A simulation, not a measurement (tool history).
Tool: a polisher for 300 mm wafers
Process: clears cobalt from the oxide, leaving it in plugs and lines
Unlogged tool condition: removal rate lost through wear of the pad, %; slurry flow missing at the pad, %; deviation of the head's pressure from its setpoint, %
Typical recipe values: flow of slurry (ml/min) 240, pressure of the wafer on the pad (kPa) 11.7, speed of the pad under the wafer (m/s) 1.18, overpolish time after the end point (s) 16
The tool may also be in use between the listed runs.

run	hour	flow of slurry (ml/min)	pressure of the wafer on the pad (kPa)	speed of the pad under the wafer (m/s)	overpolish time after the end point (s)	wafers since the last listed run	wafers polished on this pad	hours since the slurry nozzle was cleaned	hours since the head pressure was calibrated	incoming thickness of the incoming film, nm	time until the end point was called (s)
1	0.0	190	11.7	1.18	16	0	2246	285.1	406.7	162.0	29.3
# hour 25.9: worn pad replaced by a new one
2	33.7	190	11.7	1.18	16	335	87	318.8	440.4	159.3	28.5
# hour 157.8: slurry nozzle cleaned
# hour 234.2: worn pad replaced by a new one
3	239.4	190	11.7	1.18	16	2264	59	81.6	646.1	158.3	28.4
4	281.6	240	11.7	1.18	16	476	535	123.8	688.3	161.1	28.0
5	343.3	240	11.7	1.18	16	696	1231	185.5	750.0	162.7	27.2
6	370.0	240	11.7	1.18	16	301	1532	212.2	776.7	159.5	26.8
7	413.1	240	11.7	1.18	16	486	2019	255.3	819.8	161.9	27.8
# hour 423.6: worn pad replaced by a new one
8	441.3	240	9.7	1.18	16	273	199	283.5	848.0	162.1	34.7
9	467.3	240	9.7	1.18	16	293	493	309.5	874.0	159.8	32.2
# hour 500.3: head pressure recalibrated
10	524.8	240	15.2	1.18	19	626	1119	367.0	24.5	159.2	22.8
11	587.9	195	15.2	1.58	23	712	1831	430.1	87.6	161.7	18.4
# hour 602.6: slurry nozzle cleaned
12	636.1	210	11.7	1.18	16	532	2364	33.5	135.8	160.0	30.1
# hour 668.3: worn pad replaced by a new one
13	673.8	240	11.7	1.18	16	380	61	71.2	173.5	159.4	29.2
14	704.6	240	11.7	1.18	16	347	409	102.0	204.3	158.1	28.5
15	773.8	240	10.3	1.18	16	780	1190	171.2	273.5	158.1	32.9
16	829.1	240	14.5	1.18	16	624	1814	226.5	328.8	160.4	23.5

What will run 17 give?
17	900.0	265	15.2	1.18	16	800	2614	297.4	399.7	159.3	?

time until the end point was called (s): 21.8
Had the tool carried no hidden state, the very same run would have given time until the end point was called (s) 23.5.

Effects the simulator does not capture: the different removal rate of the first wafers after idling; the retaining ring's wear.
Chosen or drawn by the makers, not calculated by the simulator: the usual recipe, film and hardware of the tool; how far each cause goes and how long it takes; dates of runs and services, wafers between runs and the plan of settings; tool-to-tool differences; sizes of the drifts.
